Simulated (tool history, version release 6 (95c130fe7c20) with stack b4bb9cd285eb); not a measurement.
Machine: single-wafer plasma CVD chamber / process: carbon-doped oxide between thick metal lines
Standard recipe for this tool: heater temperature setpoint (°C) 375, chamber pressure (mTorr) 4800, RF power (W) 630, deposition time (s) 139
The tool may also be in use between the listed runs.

run	hour	heater temperature setpoint (°C)	chamber pressure (mTorr)	RF power (W)	deposition time (s)	read-back reference wafer on the same gauge, thickness_nm	mean film thickness on the monitor wafer (Å)
1	0	375	4800	630	139	654.004	6920.35
2	20.2	375	4800	590	139	654.246	6719.15
3	44.1	375	4800	590	139	654.203	6726.11
# hour 58.7: RF generator calibrated
4	69.5	375	4800	590	139	653.844	6954.65
5	85.3	375	4800	630	139	654.11	7146.69
6	102.2	375	4800	630	139	653.873	7132.03
7	134.2	375	4800	630	139	654.16	7149.77
8	167.1	375	4800	630	139	654.23	7155.52
9	183.4	375	4800	630	139	654.224	7121.78
10	215.2	375	4460	630	139	654.367	7077.33
11	246.6	375	4470	730	149	653.947	8065.25
12	276.4	375	4800	740	139	654.188	7620.57
13	290.6	375	4180	630	139	654.325	7021.97
14	305.5	375	4800	630	113	654.076	5784.15
# hour 318.3: capacitance manometer re-zeroed and calibrated
15	318.8	375	4800	630	139	653.998	7088.89
# hour 329.2: showerhead replaced
# hour 341.9: thermocouple changed; heater temperature recalibrated
16	342.4	375	4800	630	160	653.674	8255.82
17	361.4	375	4800	630	139	653.969	7180.1
18	378.5	375	4800	595	128	653.484	6437.62
# hour 403.7: gauge calibrated
19	404.2	380	4800	690	139	653.755	7364.18
20	418.4	375	4800	630	139	654.694	7175.02
21	441.6	375	4800	630	139	654.06	7155.78
22	454.9	375	4800	630	139	653.948	7174.51
23	467.6	375	3970	665	117	654.032	6049.27
24	492.4	385	4800	565	164	653.562	7871.83
25	528	379	4800	630	151	653.931	7687
26	558	386	4800	630	146	654.027	7341.73
27	578.8	375	5680	630	139	654.041	7290.63
28	602.7	375	4800	630	139	653.913	7156.45

Alternative continuations, all from the tool just after run 28; predict every row:
A	603.1	375	4800	630	139	?	?
B	603.1	375	4800	580	139	?	?
C	603.1	369	4800	630	139	?	?
D	603.1	375	3960	735	139	?	?

run	read-back reference wafer on the same gauge, thickness_nm	mean film thickness on the monitor wafer (Å)
A	653.858	7145.66
B	653.858	6893.91
C	653.858	7247.7
D	653.858	7501.48
Stripped of hidden state, with their random variation kept, the same runs would have yielded:
run	mean film thickness on the monitor wafer (Å)
A	7217.48
B	6963.2
C	7319.21
D	7574.31
